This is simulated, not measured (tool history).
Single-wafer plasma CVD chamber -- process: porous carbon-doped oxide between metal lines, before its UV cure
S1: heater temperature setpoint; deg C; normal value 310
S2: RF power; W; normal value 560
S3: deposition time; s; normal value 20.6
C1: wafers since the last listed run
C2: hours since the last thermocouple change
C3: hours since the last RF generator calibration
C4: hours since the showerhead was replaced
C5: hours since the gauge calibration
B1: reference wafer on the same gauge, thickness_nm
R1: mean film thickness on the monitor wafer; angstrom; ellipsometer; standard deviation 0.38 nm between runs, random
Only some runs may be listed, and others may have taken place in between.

run,hour,S1,S2,S3,C1,C2,C3,C4,C5,B1,R1
1,0,310,635,20.6,0,1656.7,870.5,2302.6,197.3,111.984,1309.11
2,33.5,310,490,20.6,1011,1690.2,904,2336.1,230.8,112.086,1050.15
3,64.2,310,490,20.6,927,1720.9,934.7,2366.8,261.5,111.917,1051.34
4,98.8,310,490,20.6,1045,1755.5,969.3,2401.4,296.1,112.028,1051.4
5,132.8,310,560,20.6,1027,1789.5,1003.3,2435.4,330.1,112.025,1185.46
6,158.4,320,560,20.6,773,1815.1,1028.9,2461,355.7,111.96,1114.2
7,209.4,310,505,20.6,1540,1866.1,1079.9,2512,406.7,112.099,1080.5
8,278.9,310,560,20.6,2099,1935.6,1149.4,2581.5,476.2,112.094,1188.61
# hour 324.9: gauge calibrated
9,326.7,310,560,20.6,1443,1983.4,1197.2,2629.3,1.8,111.865,1184.27
# hour 383.5: RF generator calibrated
10,498.9,310,560,20.6,4959,2155.6,115.4,2801.5,174,112.005,1233.18
# hour 530.2: showerhead replaced
11,530.7,310,560,20.6,718,2187.4,147.2,0.5,205.8,112.035,1228.23
12,561.6,310,560,20.6,933,2218.3,178.1,31.4,236.7,112.052,1226.66
# hour 635.3: thermocouple changed; heater temperature recalibrated
13,635.8,296,560,20.6,1999,0.5,252.3,105.6,310.9,111.948,1307.48
14,673.1,310,560,20.6,1126,37.8,289.6,142.9,348.2,111.895,1197.53
15,697.8,316,615,20.6,746,62.5,314.3,167.6,372.9,111.979,1246.27
16,746.3,310,505,20.6,1465,111,362.8,216.1,421.4,112.015,1095.43
17,789.1,324,500,23.8,1292,153.8,405.6,258.9,464.2,111.9,1147.5
18,835,310,620,18.9,1386,199.7,451.5,304.8,510.1,112.101,1178.68
# hour 848.8: gauge calibrated
19,864.9,320,560,20.6,903,229.6,481.4,334.7,16.1,112.116,1118.59
20,911.8,302,615,20.6,1416,276.5,528.3,381.6,63,112.05,1342.73
21,941.6,304,515,20.6,900,306.3,558.1,411.4,92.8,111.939,1144.56
22,980.7,300,560,20.6,1181,345.4,597.2,450.5,131.9,111.858,1269.25
23,1031.8,310,560,22.8,1543,396.5,648.3,501.6,183,112.17,1305.3
24,1063.9,310,505,20.6,969,428.6,680.4,533.7,215.1,112.224,1078.22

What if the next run were any one of these 5? Each begins from the tool's condition after run 24:
A,1064.3,310,560,17.9,12,429,680.8,534.1,215.5,?,?
B,1064.3,310,560,23.6,12,429,680.8,534.1,215.5,?,?
C,1064.3,297,500,20.6,12,429,680.8,534.1,215.5,?,?
D,1064.3,310,660,22.5,12,429,680.8,534.1,215.5,?,?
E,1064.3,322,465,23.1,12,429,680.8,534.1,215.5,?,?

run,B1,R1
A,112.039,1033.16
B,112.039,1349.17
C,112.039,1167.17
D,112.039,1470.95
E,112.039,1038.79
What these runs would have given with no unlogged condition in the tool:
run,R1
A,1067.16
B,1393.57
C,1206.21
D,1517.76
E,1080.24
